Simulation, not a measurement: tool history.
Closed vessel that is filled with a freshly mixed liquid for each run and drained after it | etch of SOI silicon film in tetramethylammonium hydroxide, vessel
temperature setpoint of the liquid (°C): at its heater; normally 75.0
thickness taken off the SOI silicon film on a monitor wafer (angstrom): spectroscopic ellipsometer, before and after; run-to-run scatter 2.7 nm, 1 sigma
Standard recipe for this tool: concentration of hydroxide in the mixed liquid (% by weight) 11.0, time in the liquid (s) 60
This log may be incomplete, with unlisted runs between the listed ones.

run,hour,temperature setpoint of the liquid (°C),concentration of hydroxide in the mixed liquid (% by weight),time in the liquid (s),"read-back film thickness of the SOI silicon film reference wafer, read on the same gauge (nm)",thickness taken off the SOI silicon film on a monitor wafer (angstrom)
1,0.0,75.0,11.0,60,139.99,6057.9
2,8.9,75.0,11.0,60,139.98,6073.0
3,25.7,75.0,11.0,60,140.01,6072.2
4,35.9,75.0,11.0,60,140.02,6127.8
5,52.4,75.0,12.0,60,139.99,5886.0
6,86.7,75.0,11.0,60,140.02,6157.5
7,97.2,75.0,11.0,60,139.99,6096.0
8,105.3,75.0,11.0,60,139.98,6181.0
9,116.9,77.5,13.5,60,140.01,6502.9
10,123.4,77.5,13.5,60,140.02,6418.1
11,131.4,75.0,11.0,60,140.02,6107.1
12,144.3,75.0,13.5,60,140.04,5638.7
# hour 153.4: thermometer replaced
13,160.5,75.0,13.5,60,139.98,4850.6
14,171.2,75.0,13.0,60,140.03,4917.3
# hour 174.6: gauge calibrated
15,220.6,75.0,11.0,40,140.01,3527.9
16,229.9,75.0,12.5,75,140.03,6380.8
17,247.0,82.5,9.0,60,140.03,8691.6
18,259.0,75.0,11.0,75,139.98,6718.6
19,276.6,75.0,13.5,45,140.02,3681.0
# hour 279.9: hydroxide flow meter replaced
20,287.8,77.5,14.0,60,140.00,5553.5
21,302.4,80.0,11.0,60,139.96,7075.4
22,315.6,75.0,11.0,60,140.05,5365.2
23,352.1,75.0,11.0,35,140.02,3125.2
24,365.2,70.5,11.0,75,139.98,5158.1
25,372.0,75.0,11.0,80,139.97,7132.0
26,390.0,75.0,11.0,60,140.00,5368.1
27,406.6,78.0,9.0,60,140.02,6870.7
28,413.7,70.5,11.0,30,139.99,2093.0

Predict each of these 4 candidate next runs independently; none follows another, all start after run 28:
A,414.4,75.0,11.0,60,?,?
B,414.4,70.5,8.0,30,?,?
C,414.4,68.0,7.5,85,?,?
D,414.4,71.0,12.0,30,?,?

run,"read-back film thickness of the SOI silicon film reference wafer, read on the same gauge (nm)",thickness taken off the SOI silicon film on a monitor wafer (angstrom)
A,140.00,5379.3
B,140.00,2323.6
C,140.00,5793.6
D,140.00,2066.6
Stripped of hidden state, with their random variation kept, the same runs would have yielded:
run,thickness taken off the SOI silicon film on a monitor wafer (angstrom)
A,5261.2
B,2271.2
C,5661.1
D,2020.1
